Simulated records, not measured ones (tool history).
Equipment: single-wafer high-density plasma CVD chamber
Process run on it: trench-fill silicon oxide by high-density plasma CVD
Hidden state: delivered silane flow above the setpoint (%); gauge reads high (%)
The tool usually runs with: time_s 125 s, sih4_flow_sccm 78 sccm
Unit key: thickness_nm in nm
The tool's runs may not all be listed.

run      day  time_s  sih4_flow_sccm  wafers since the last listed run  hours since the silane flow controller was replaced  hours since the gauge calibration  read-back reference wafer on the same gauge, thickness_nm  thickness_nm
  1        0     110              70                                 0                                                664.7                              804.9                                                    891.897       745.759
  2    3.088     110              70                              1311                                                738.8                                879                                                    892.175       743.877
  3    5.308     125              78                               943                                                792.1                              932.3                                                    891.475       939.327
  4    9.621     125              78                              1832                                                895.6                             1035.8                                                    891.862        946.18
  5   13.267     125              78                              1548                                                983.1                             1123.3                                                    891.895       946.995
  6   16.212     136              78                              1251                                               1053.8                               1194                                                     891.55      1033.583
  7   19.042     136              78                              1201                                               1121.7                             1261.9                                                    891.916      1025.339
  8   21.079     136              78                               865                                               1170.6                             1310.8                                                    892.148      1019.805
  9   33.329     116              90                              5204                                               1464.6                             1604.8                                                        893      1000.428
 10   36.175     116              90                              1209                                               1532.9                             1673.1                                                    892.489      1012.367
 11   39.771     116              90                              1527                                               1619.2                             1759.4                                                    891.036       1008.81
 12   43.738     125              78                              1685                                               1714.4                             1854.6                                                    891.918       936.944
 13   46.358     125              78                              1113                                               1777.3                             1917.5                                                    892.063       944.946
 14     49.5     125              78                              1334                                               1852.7                             1992.9                                                    892.493       931.981
 15   52.883     125              85                              1437                                               1933.9                             2074.1                                                    892.524      1022.267
 16   54.421     125              85                               653                                               1970.8                               2111                                                    891.165      1018.172
 17   58.558     125              85                              1757                                               2070.1                             2210.3                                                    891.904      1019.144
 18   61.692     125              78                              1331                                               2145.3                             2285.5                                                    892.213       933.959
 19   64.004     125              78                               982                                               2200.8                               2341                                                    892.382       935.657
 20   68.446     125              78                              1887                                               2307.4                             2447.6                                                    890.985        934.26
 21   70.729     109              78                               970                                               2362.2                             2502.4                                                    890.967        813.28
 22   83.562     109              78                              5452                                               2670.2                             2810.4                                                    891.755       813.783
 23   85.988     146              84                              1030                                               2728.4                             2868.6                                                    892.659       1166.68
 24   88.033     139              86                               869                                               2777.5                             2917.7                                                    892.395      1145.999
 25   94.667     125              78                              2818                                               2936.7                             3076.9                                                    892.481       935.865
      96.354  -- gauge calibrated
 26   96.462     116              78                               762                                               2979.8                                2.6                                                    892.167       860.585
 27  100.475     125              78                              1704                                               3076.1                               98.9                                                    891.462       926.124
 28  102.675     125              78                               934                                               3128.9                              151.7                                                    891.693       928.048
 29  105.733     125              78                              1299                                               3202.3                              225.1                                                    891.778       926.669
 30  109.192     125              86                              1469                                               3285.3                              308.1                                                    890.941      1024.298
 31  111.196     109              69                               851                                               3333.4                              356.2                                                    892.157       719.825
 32  112.717     135              78                               646                                               3369.9                              392.7                                                    892.242      1006.684
 33  114.962     135              93                               954                                               3423.8                              446.6                                                    892.728      1194.909
 34  117.629     107              78                              1132                                               3487.8                              510.6                                                    891.933       792.604
      119.15  -- silane flow controller replaced
 35  121.354     125              78                              1440                                                 52.9                                600                                                     891.77       953.054
 36  124.388     144              63                              1288                                                125.7                              672.8                                                    890.768       891.209
 37  126.412     148              84                               860                                                174.3                              721.4                                                    891.541      1216.718
 38  128.471     125              78                               874                                                223.7                              770.8                                                    891.322       952.204
 39  131.825     118              63                              1425                                                304.2                              851.3                                                    891.839       726.719
 40  136.258     125              64                              1883                                                410.6                              957.7                                                    892.245       781.035
 41  139.446     125              78                              1354                                                487.1                             1034.2                                                    891.803       950.196
 42  146.192     125              78                              2866                                                  649                             1196.1                                                    891.152       950.957
 43  150.171     140              93                              1690                                                744.5                             1291.6                                                    892.371      1265.523
 44    153.7     106              63                              1499                                                829.2                             1376.3                                                    891.207       649.391

Pick out some run-to-run changes in thickness_nm. Of each, how much would a tool without hidden state show as well, from the settings, what came in and chance, and how much is left for the hidden state and any gauge scatter not in both results compared?
Run 22 -> 23: time_s 109 -> 146, sih4_flow_sccm 78 -> 84. thickness_nm +352.897 nm: hidden state -6.696, all else +359.593.
Run 31 -> 32: time_s 109 -> 135, sih4_flow_sccm 69 -> 78. thickness_nm +286.859 nm: hidden state -6.799, all else +293.658.
Run 33 -> 34: time_s 135 -> 107, sih4_flow_sccm 93 -> 78. thickness_nm -402.305 nm: hidden state +9.012, all else -411.317.
Run 34 -> 35: time_s 107 -> 125, silane flow controller replaced. thickness_nm +160.45 nm: hidden state +24.302, all else +136.148.
Run 43 -> 44: time_s 140 -> 106, sih4_flow_sccm 93 -> 63. thickness_nm -616.132 nm: hidden state -0.67, all else -615.462.
